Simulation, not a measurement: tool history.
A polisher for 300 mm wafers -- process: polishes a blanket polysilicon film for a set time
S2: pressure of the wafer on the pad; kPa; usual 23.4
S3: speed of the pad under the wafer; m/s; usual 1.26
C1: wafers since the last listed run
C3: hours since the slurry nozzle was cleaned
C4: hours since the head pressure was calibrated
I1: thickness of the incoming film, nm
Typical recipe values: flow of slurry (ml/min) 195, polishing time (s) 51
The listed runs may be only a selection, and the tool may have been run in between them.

Run 1, hour 0.0: usual settings; C1 0; wafers polished on this pad 716; C3 834.7; C4 459.1; I1 1782.4. Result: film removed (angstrom) 7062.
At hour 27.1: slurry nozzle cleaned.
Run 2, hour 75.8: usual settings; C1 696; wafers polished on this pad 1412; C3 48.7; C4 534.9; I1 1784.0. Result: film removed (angstrom) 7791.
Run 3, hour 125.2: usual settings; C1 459; wafers polished on this pad 1872; C3 98.1; C4 584.3; I1 1763.4. Result: film removed (angstrom) 8020.
At hour 135.7: head pressure recalibrated.
At hour 180.4: worn pad replaced by a new one.
Run 4, hour 220.5: usual settings; C1 831; wafers polished on this pad 373; C3 193.4; C4 84.8; I1 1810.8. Result: film removed (angstrom) 7092.
Run 5, hour 269.3: usual settings; C1 454; wafers polished on this pad 827; C3 242.2; C4 133.6; I1 1781.9. Result: film removed (angstrom) 7160.
Run 6, hour 360.4: usual settings; C1 848; wafers polished on this pad 1675; C3 333.3; C4 224.7; I1 1809.5. Result: film removed (angstrom) 6953.
At hour 412.0: worn pad replaced by a new one.
Run 7, hour 414.0: usual settings; C1 461; wafers polished on this pad 18; C3 386.9; C4 278.3; I1 1789.3. Result: film removed (angstrom) 7092.
Run 8, hour 519.1: usual settings; C1 978; wafers polished on this pad 996; C3 492.0; C4 383.4; I1 1803.4. Result: film removed (angstrom) 7275.
Run 9, hour 555.2: usual settings but S2 25.5 kPa, polishing time (s) 57; C1 336; wafers polished on this pad 1333; C3 528.1; C4 419.5; I1 1786.7. Result: film removed (angstrom) 8666.
At hour 664.9: worn pad replaced by a new one.
Run 10, hour 665.4: usual settings but flow of slurry (ml/min) 260, S2 20.0 kPa, polishing time (s) 59; C1 988; wafers polished on this pad 4; C3 638.3; C4 529.7; I1 1788.5. Result: film removed (angstrom) 7487.
Run 11, hour 746.9: usual settings but S2 18.6 kPa, S3 0.92 m/s; C1 758; wafers polished on this pad 762; C3 719.8; C4 611.2; I1 1814.7. Result: film removed (angstrom) 4198.
Run 12, hour 851.3: usual settings but flow of slurry (ml/min) 135, S2 27.6 kPa, S3 1.66 m/s; C1 971; wafers polished on this pad 1734; C3 824.2; C4 715.6; I1 1802.7. Result: film removed (angstrom) 10338.
At hour 862.2: slurry nozzle cleaned.
At hour 889.4: worn pad replaced by a new one.
Run 13, hour 901.7: usual settings but S2 17.2 kPa; C1 422; wafers polished on this pad 114; C3 39.5; C4 766.0; I1 1813.7. Result: film removed (angstrom) 5985.
At hour 923.2: head pressure recalibrated.
Run 14, hour 979.7: usual settings but flow of slurry (ml/min) 260, S2 20.0 kPa, polishing time (s) 59; C1 707; wafers polished on this pad 821; C3 117.5; C4 56.5; I1 1812.7. Result: film removed (angstrom) 7232.
Run 15, hour 1086.1: usual settings; C1 990; wafers polished on this pad 1811; C3 223.9; C4 162.9; I1 1783.9. Result: film removed (angstrom) 7084.
At hour 1103.7: worn pad replaced by a new one.
Run 16, hour 1123.2: usual settings; C1 308; wafers polished on this pad 181; C3 261.0; C4 200.0; I1 1786.1. Result: film removed (angstrom) 7083.
Run 17, hour 1162.0: usual settings but flow of slurry (ml/min) 165, S2 17.9 kPa, polishing time (s) 63; C1 361; wafers polished on this pad 542; C3 299.8; C4 238.8; I1 1783.9. Result: film removed (angstrom) 6620.

What would each run have given without the hidden state, its run-to-run variation left as it was?
The tool's hidden condition here consists of: removal rate lost through wear of the pad, %; slurry flow missing at the pad, %; deviation of the head's pressure from its setpoint, %.
run  film removed (angstrom)
  1                     7078
  2                     7134
  3                     7254
  4                     7262
  5                     7322
  6                     7079
  7                     7191
  8                     7304
  9                     8664
 10                     7321
 11                     4101
 12                    10309
 13                     5306
 14                     7335
 15                     7161
 16                     7145
 17                     6667

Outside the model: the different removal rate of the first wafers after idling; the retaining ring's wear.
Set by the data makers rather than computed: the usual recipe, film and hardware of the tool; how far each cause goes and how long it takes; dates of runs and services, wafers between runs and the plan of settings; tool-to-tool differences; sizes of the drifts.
